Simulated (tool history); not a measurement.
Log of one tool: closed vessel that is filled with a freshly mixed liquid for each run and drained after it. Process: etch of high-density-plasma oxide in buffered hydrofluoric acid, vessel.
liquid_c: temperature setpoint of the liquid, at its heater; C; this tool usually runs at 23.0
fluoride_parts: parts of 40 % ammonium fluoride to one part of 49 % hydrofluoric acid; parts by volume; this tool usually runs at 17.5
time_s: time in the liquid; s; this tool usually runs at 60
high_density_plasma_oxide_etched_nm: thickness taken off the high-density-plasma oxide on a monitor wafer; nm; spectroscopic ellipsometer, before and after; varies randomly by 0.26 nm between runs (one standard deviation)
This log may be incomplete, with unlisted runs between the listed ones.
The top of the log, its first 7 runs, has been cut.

run,day,liquid_c,fluoride_parts,time_s,wafers since the last listed run,hours since the thermometer was replaced,hours since the hydrofluoric acid flow meter was replaced,hours since the gauge calibration,"read-back film thickness of the high-density-plasma oxide reference wafer, read on the same gauge (nm)",high_density_plasma_oxide_etched_nm
8,23.746,23.0,17.5,50,10731,1228.8,96.7,523.3,150.03,40.60
9,26.375,23.0,17.5,60,7344,1291.9,159.8,586.4,150.01,47.83
10,29.296,23.0,17.5,60,8159,1362.0,229.9,656.5,150.04,48.30
11,32.712,23.0,17.5,60,9544,1444.0,311.9,738.5,150.02,49.28
# day 34.283: thermometer replaced
12,35.054,23.0,17.5,60,6425,18.5,368.1,794.7,149.97,45.69
13,37.971,23.0,17.5,60,8147,88.5,438.1,864.7,150.00,45.96
14,40.617,22.0,17.5,60,7391,152.0,501.6,928.2,150.01,43.28
# day 41.754: hydrofluoric acid flow meter replaced
15,44.683,23.0,20.5,85,11243,249.6,70.3,1025.8,149.97,56.24
16,46.408,23.0,17.5,60,4818,291.0,111.7,1067.2,150.00,45.37
17,49.979,23.0,12.5,75,9975,376.7,197.4,1152.9,150.00,79.77
18,53.588,20.0,12.0,30,10080,463.3,284.0,1239.5,149.99,28.53
# day 57.433: gauge calibrated
19,57.817,23.0,11.5,40,11814,564.8,385.5,9.2,150.02,46.32
20,61.188,21.5,11.5,60,9416,645.7,466.4,90.1,150.01,64.83
21,64.104,23.0,21.5,50,8147,715.7,536.4,160.1,149.99,32.65
# day 64.604: hydrofluoric acid flow meter replaced
22,66.283,25.5,17.5,60,5971,768.0,40.3,212.4,150.01,53.77
23,68.288,23.0,17.5,60,5598,816.1,88.4,260.5,149.99,46.98
24,71.254,24.5,20.0,80,8287,887.3,159.6,331.7,150.01,59.47
25,74.142,20.5,23.0,30,8066,956.6,228.9,401.0,149.97,16.59
26,82.408,27.5,14.0,30,23093,1155.0,427.3,599.4,150.00,38.16
# day 82.704: thermometer replaced
27,85.392,23.0,17.5,45,8217,64.5,498.9,671.0,149.98,34.23
28,88.754,26.5,11.5,60,9393,145.2,579.6,751.7,149.98,83.65
# day 88.988: hydrofluoric acid flow meter replaced
29,92.975,25.0,19.5,30,11674,246.5,95.7,853.0,149.99,22.99
30,96.333,23.0,17.5,60,9381,327.1,176.3,933.6,150.05,46.22

Consider 5 possible next runs. They are alternatives, not a sequence: every one starts from the tool as it was left by run 30. What does each give?
A,96.362,23.0,17.5,60,81,327.8,177.0,934.3,?,?
B,96.362,20.0,13.5,30,81,327.8,177.0,934.3,?,?
C,96.362,20.5,17.5,75,81,327.8,177.0,934.3,?,?
D,96.362,25.0,12.5,85,81,327.8,177.0,934.3,?,?
E,96.362,27.0,14.0,50,81,327.8,177.0,934.3,?,?

run,"read-back film thickness of the high-density-plasma oxide reference wafer, read on the same gauge (nm)",high_density_plasma_oxide_etched_nm
A,149.98,45.60
B,149.98,24.92
C,149.98,49.63
D,149.98,100.25
E,149.98,58.77
With the hidden condition removed and each run's random variation left untouched, the same runs would have given:
run,high_density_plasma_oxide_etched_nm
A,44.83
B,24.49
C,48.78
D,98.58
E,57.81
